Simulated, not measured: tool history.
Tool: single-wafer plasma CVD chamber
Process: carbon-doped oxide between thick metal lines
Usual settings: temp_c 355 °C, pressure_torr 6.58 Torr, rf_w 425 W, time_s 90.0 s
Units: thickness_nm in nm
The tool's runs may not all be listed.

| run | hour | temp_c | pressure_torr | rf_w | time_s | read-back reference wafer on the same gauge, thickness_nm | thickness_nm |
|---|---|---|---|---|---|---|---|
| 1 | 0.0 | 355 | 6.58 | 425 | 90.0 | 350.009 | 386.329 |
| 2 | 11.2 | 355 | 6.58 | 425 | 90.0 | 350.042 | 385.729 |
| 3 | 25.4 | 355 | 6.58 | 425 | 90.0 | 350.140 | 386.704 |
| 4 | 39.8 | 355 | 7.55 | 475 | 90.0 | 349.958 | 418.127 |
| 5 | 48.4 | 355 | 6.58 | 425 | 90.0 | 349.988 | 387.074 |
| 6 | 55.6 | 355 | 6.58 | 425 | 90.0 | 349.719 | 385.967 |
| 7 | 62.4 | 355 | 6.58 | 425 | 90.0 | 349.767 | 384.033 |
| 8 | 87.3 | 355 | 6.58 | 425 | 90.0 | 350.043 | 384.763 |
| 9 | 104.1 | 355 | 8.12 | 425 | 104.3 | 350.054 | 474.259 |
| 10 | 115.8 | 355 | 6.58 | 425 | 90.0 | 350.093 | 404.063 |
| 11 | 131.5 | 360 | 7.60 | 425 | 75.0 | 349.755 | 335.486 |
| 12 | 148.0 | 355 | 6.58 | 425 | 90.0 | 350.288 | 402.724 |
| 13 | 156.4 | 355 | 6.58 | 425 | 90.0 | 349.923 | 403.465 |
| 14 | 190.8 | 355 | 7.02 | 425 | 106.5 | 349.945 | 475.842 |
| 15 | 203.0 | 355 | 7.11 | 425 | 90.0 | 349.930 | 402.291 |
| 16 | 210.5 | 348 | 6.58 | 455 | 90.0 | 349.734 | 437.121 |
| 17 | 223.8 | 362 | 6.10 | 425 | 79.4 | 349.927 | 343.828 |
| 18 | 230.7 | 355 | 6.58 | 425 | 90.0 | 350.077 | 401.008 |
| 19 | 242.7 | 348 | 6.58 | 510 | 90.0 | 349.980 | 477.395 |
| 20 | 254.9 | 347 | 6.58 | 425 | 90.0 | 350.185 | 408.775 |
| 21 | 272.5 | 355 | 5.57 | 425 | 90.0 | 350.021 | 392.670 |
| 22 | 287.5 | 345 | 5.43 | 350 | 90.0 | 349.921 | 330.359 |
| 23 | 299.3 | 360 | 6.58 | 425 | 82.8 | 350.178 | 364.398 |
| 24 | 306.0 | 349 | 7.96 | 425 | 80.2 | 350.071 | 366.409 |
| 25 | 315.1 | 368 | 6.58 | 425 | 77.5 | 349.994 | 332.713 |
| 26 | 321.1 | 355 | 7.47 | 425 | 84.9 | 350.135 | 380.503 |
| 27 | 332.2 | 355 | 6.58 | 425 | 90.0 | 350.045 | 398.007 |

The log once held 5 entries between its listed runs, left out of this copy. Where does each go, and what is different about the tool's unlogged condition between the listed run before it and the listed run after it?
Between runs 7 and 8: thermocouple changed; heater temperature recalibrated (hour 78.3)
  delivered RF power above the setpoint (%): -7.63 -> -7.72
  what was measured, less what the result would be without the hidden state, thickness_nm: -19.813 -> -20.099 nm
Between runs 8 and 9: RF generator calibrated (hour 96.4)
  delivered RF power above the setpoint (%): -7.72 -> -0.881
  what was measured, less what the result would be without the hidden state, thickness_nm: -20.099 -> -2.679 nm
Between runs 13 and 14: gauge calibrated (hour 164.0); showerhead replaced, of another model than before (hour 172.8)
  delivered RF power above the setpoint (%): -1.07 -> -1.19
  what was measured, less what the result would be without the hidden state, thickness_nm: -2.771 -> -5.586 nm
Between runs 14 and 15: capacitance manometer re-zeroed and calibrated (hour 202.5)
  delivered RF power above the setpoint (%): -1.19 -> -1.24
  what was measured, less what the result would be without the hidden state, thickness_nm: -5.586 -> -4.899 nm
